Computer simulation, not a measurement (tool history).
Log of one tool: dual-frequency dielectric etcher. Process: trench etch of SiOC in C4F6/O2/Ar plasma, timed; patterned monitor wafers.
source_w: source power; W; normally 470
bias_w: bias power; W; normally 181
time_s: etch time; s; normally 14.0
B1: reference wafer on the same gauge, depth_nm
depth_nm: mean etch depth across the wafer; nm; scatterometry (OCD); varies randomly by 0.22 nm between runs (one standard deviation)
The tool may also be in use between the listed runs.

run 1 hour=0.0 | source_w=470 bias_w=181 time_s=14.0 | B1=32.73 | depth_nm=30.83
run 2 hour=19.6 | source_w=470 bias_w=181 time_s=14.0 | B1=32.69 | depth_nm=30.50
run 3 hour=37.3 | source_w=470 bias_w=181 time_s=14.0 | B1=32.68 | depth_nm=30.90
-- hour=82.8 wet clean of the chamber
run 4 hour=83.3 | source_w=470 bias_w=181 time_s=14.0 | B1=32.55 | depth_nm=30.51
run 5 hour=95.7 | source_w=470 bias_w=181 time_s=14.0 | B1=32.62 | depth_nm=30.20
run 6 hour=120.9 | source_w=470 bias_w=191 time_s=14.0 | B1=32.51 | depth_nm=31.49
run 7 hour=138.6 | source_w=410 bias_w=224 time_s=14.0 | B1=32.51 | depth_nm=30.61
run 8 hour=161.0 | source_w=470 bias_w=217 time_s=16.5 | B1=32.48 | depth_nm=38.21
run 9 hour=193.7 | source_w=470 bias_w=181 time_s=14.0 | B1=32.40 | depth_nm=29.91
-- hour=226.9 bias power generator calibrated
run 10 hour=228.4 | source_w=470 bias_w=181 time_s=14.0 | B1=32.34 | depth_nm=30.32
run 11 hour=248.2 | source_w=400 bias_w=181 time_s=14.0 | B1=32.31 | depth_nm=27.49
-- hour=313.4 upper electrode replaced
run 12 hour=313.9 | source_w=410 bias_w=224 time_s=14.0 | B1=32.14 | depth_nm=30.41
run 13 hour=314.2 | source_w=570 bias_w=181 time_s=14.0 | B1=32.05 | depth_nm=32.86
run 14 hour=321.3 | source_w=580 bias_w=181 time_s=17.0 | B1=32.11 | depth_nm=40.71
-- hour=335.5 gauge calibrated
run 15 hour=351.9 | source_w=530 bias_w=181 time_s=14.0 | B1=33.47 | depth_nm=33.01
run 16 hour=386.0 | source_w=570 bias_w=146 time_s=11.0 | B1=33.42 | depth_nm=24.90
run 17 hour=419.7 | source_w=470 bias_w=181 time_s=14.0 | B1=33.36 | depth_nm=31.43
run 18 hour=434.9 | source_w=470 bias_w=181 time_s=14.0 | B1=33.42 | depth_nm=31.37
run 19 hour=447.1 | source_w=520 bias_w=181 time_s=12.5 | B1=33.38 | depth_nm=29.40
run 20 hour=480.0 | source_w=420 bias_w=208 time_s=14.0 | B1=33.36 | depth_nm=31.22
run 21 hour=511.2 | source_w=560 bias_w=207 time_s=13.0 | B1=33.39 | depth_nm=33.25
run 22 hour=533.9 | source_w=470 bias_w=168 time_s=14.0 | B1=33.35 | depth_nm=30.56
run 23 hour=558.1 | source_w=470 bias_w=218 time_s=14.0 | B1=33.32 | depth_nm=33.61
run 24 hour=591.0 | source_w=470 bias_w=181 time_s=14.0 | B1=33.31 | depth_nm=31.15
run 25 hour=621.7 | source_w=590 bias_w=181 time_s=16.0 | B1=33.35 | depth_nm=39.97
run 26 hour=641.9 | source_w=470 bias_w=181 time_s=17.0 | B1=33.30 | depth_nm=37.79
run 27 hour=658.6 | source_w=470 bias_w=161 time_s=10.5 | B1=33.36 | depth_nm=22.43
-- hour=702.1 wet clean of the chamber
run 28 hour=702.6 | source_w=470 bias_w=181 time_s=12.5 | B1=33.28 | depth_nm=27.59
run 29 hour=713.1 | source_w=420 bias_w=181 time_s=13.0 | B1=33.24 | depth_nm=27.30

Here are 5 independent what-if runs from the current tool condition. What would each one return?
run A hour=713.5 | source_w=470 bias_w=205 time_s=14.0 | B1=? | depth_nm=?
run B hour=713.5 | source_w=550 bias_w=208 time_s=10.5 | B1=? | depth_nm=?
run C hour=713.5 | source_w=410 bias_w=155 time_s=17.5 | B1=? | depth_nm=?
run D hour=713.5 | source_w=470 bias_w=181 time_s=16.5 | B1=? | depth_nm=?
run E hour=713.5 | source_w=400 bias_w=210 time_s=12.0 | B1=? | depth_nm=?

run=A B1=33.25 depth_nm=32.61
run=B B1=33.25 depth_nm=26.54
run=C B1=33.25 depth_nm=34.28
run=D B1=33.25 depth_nm=36.70
run=E B1=33.25 depth_nm=25.99
With no hidden state in the tool, these same runs would have given:
run=A depth_nm=32.64
run=B depth_nm=26.57
run=C depth_nm=34.32
run=D depth_nm=36.74
run=E depth_nm=26.02
